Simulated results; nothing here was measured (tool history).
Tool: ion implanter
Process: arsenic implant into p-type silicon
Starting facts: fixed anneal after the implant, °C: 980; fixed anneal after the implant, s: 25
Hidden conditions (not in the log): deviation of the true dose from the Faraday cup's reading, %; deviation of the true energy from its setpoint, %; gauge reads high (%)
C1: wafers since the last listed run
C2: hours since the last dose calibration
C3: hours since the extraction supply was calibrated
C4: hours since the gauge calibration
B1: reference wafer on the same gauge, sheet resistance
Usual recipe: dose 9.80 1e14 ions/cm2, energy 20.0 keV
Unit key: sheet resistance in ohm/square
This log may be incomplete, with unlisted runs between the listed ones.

Run 1, hour 0.0: usual settings; C1 0; C2 778.0; C3 1378.1; C4 105.4; B1 162.07. Result: sheet resistance 142.71 ohm/square.
Run 2, hour 47.9: usual settings; C1 1036; C2 825.9; C3 1426.0; C4 153.3; B1 161.96. Result: sheet resistance 142.30 ohm/square.
Run 3, hour 116.3: usual settings but dose 11.64 1e14 ions/cm2, energy 17.0 keV; C1 1479; C2 894.3; C3 1494.4; C4 221.7; B1 162.15. Result: sheet resistance 139.74 ohm/square.
Run 4, hour 141.2: usual settings but dose 11.64 1e14 ions/cm2, energy 17.0 keV; C1 538; C2 919.2; C3 1519.3; C4 246.6; B1 161.89. Result: sheet resistance 139.65 ohm/square.
Run 5, hour 184.1: usual settings but dose 11.64 1e14 ions/cm2, energy 17.0 keV; C1 928; C2 962.1; C3 1562.2; C4 289.5; B1 161.93. Result: sheet resistance 140.56 ohm/square.
Run 6, hour 243.6: usual settings; C1 1287; C2 1021.6; C3 1621.7; C4 349.0; B1 162.09. Result: sheet resistance 141.41 ohm/square.
Run 7, hour 281.3: usual settings; C1 815; C2 1059.3; C3 1659.4; C4 386.7; B1 162.03. Result: sheet resistance 141.58 ohm/square.
Run 8, hour 332.1: usual settings but dose 10.68 1e14 ions/cm2; C1 1099; C2 1110.1; C3 1710.2; C4 437.5; B1 162.08. Result: sheet resistance 136.98 ohm/square.
Run 9, hour 359.8: usual settings but dose 10.68 1e14 ions/cm2; C1 599; C2 1137.8; C3 1737.9; C4 465.2; B1 161.88. Result: sheet resistance 136.13 ohm/square.
Run 10, hour 419.4: usual settings but dose 8.77 1e14 ions/cm2; C1 1289; C2 1197.4; C3 1797.5; C4 524.8; B1 162.02. Result: sheet resistance 148.97 ohm/square.
Run 11, hour 488.6: usual settings but dose 8.77 1e14 ions/cm2; C1 1497; C2 1266.6; C3 1866.7; C4 594.0; B1 162.00. Result: sheet resistance 149.47 ohm/square.
At hour 534.1: Faraday cup replaced and dose calibrated.
Run 12, hour 534.6: usual settings but dose 11.20 1e14 ions/cm2, energy 23.0 keV; C1 822; C2 0.5; C3 1912.7; C4 640.0; B1 161.89. Result: sheet resistance 130.13 ohm/square.
Run 13, hour 574.3: usual settings but dose 11.60 1e14 ions/cm2, energy 23.5 keV; C1 859; C2 40.2; C3 1952.4; C4 679.7; B1 162.03. Result: sheet resistance 126.12 ohm/square.
At hour 607.2: extraction supply calibrated.
Run 14, hour 633.2: usual settings but energy 26.5 keV; C1 1101; C2 99.1; C3 26.0; C4 738.6; B1 161.99. Result: sheet resistance 131.64 ohm/square.
Run 15, hour 676.9: usual settings but dose 10.62 1e14 ions/cm2, energy 18.0 keV; C1 945; C2 142.8; C3 69.7; C4 782.3; B1 161.99. Result: sheet resistance 144.12 ohm/square.
Run 16, hour 710.3: usual settings but energy 26.5 keV; C1 722; C2 176.2; C3 103.1; C4 815.7; B1 162.04. Result: sheet resistance 132.35 ohm/square.
Run 17, hour 750.0: usual settings but energy 22.5 keV; C1 859; C2 215.9; C3 142.8; C4 855.4; B1 162.18. Result: sheet resistance 139.19 ohm/square.
At hour 814.5: gauge calibrated.
Run 18, hour 850.8: usual settings but dose 8.27 1e14 ions/cm2, energy 13.5 keV; C1 2181; C2 316.7; C3 243.6; C4 36.3; B1 162.02. Result: sheet resistance 171.91 ohm/square.
Run 19, hour 913.0: usual settings but dose 7.40 1e14 ions/cm2; C1 1345; C2 378.9; C3 305.8; C4 98.5; B1 162.07. Result: sheet resistance 166.52 ohm/square.
Run 20, hour 956.6: usual settings but dose 8.03 1e14 ions/cm2, energy 17.5 keV; C1 943; C2 422.5; C3 349.4; C4 142.1; B1 161.76. Result: sheet resistance 164.36 ohm/square.
Run 21, hour 1006.7: usual settings but dose 12.56 1e14 ions/cm2, energy 24.5 keV; C1 1084; C2 472.6; C3 399.5; C4 192.2; B1 162.00. Result: sheet resistance 120.85 ohm/square.
Run 22, hour 1081.5: usual settings; C1 1618; C2 547.4; C3 474.3; C4 267.0; B1 162.03. Result: sheet resistance 143.07 ohm/square.

Below, each run's measurement less what the same run would have read without the hidden state. Both values contain the same run-to-run variation, but the gauge's scatter may not be the same in both:
run  sheet resistance
  1             -2.48
  2             -2.57
  3             -1.90
  4             -1.94
  5             -2.01
  6             -2.94
  7             -3.03
  8             -2.71
  9             -2.75
 10             -3.90
 11             -4.07
 12             -0.28
 13             -0.32
 14             -0.59
 15             -0.55
 16             -0.77
 17             -0.83
 18             -1.15
 19             -1.69
 20             -1.58
 21             -0.89
 22             -1.50
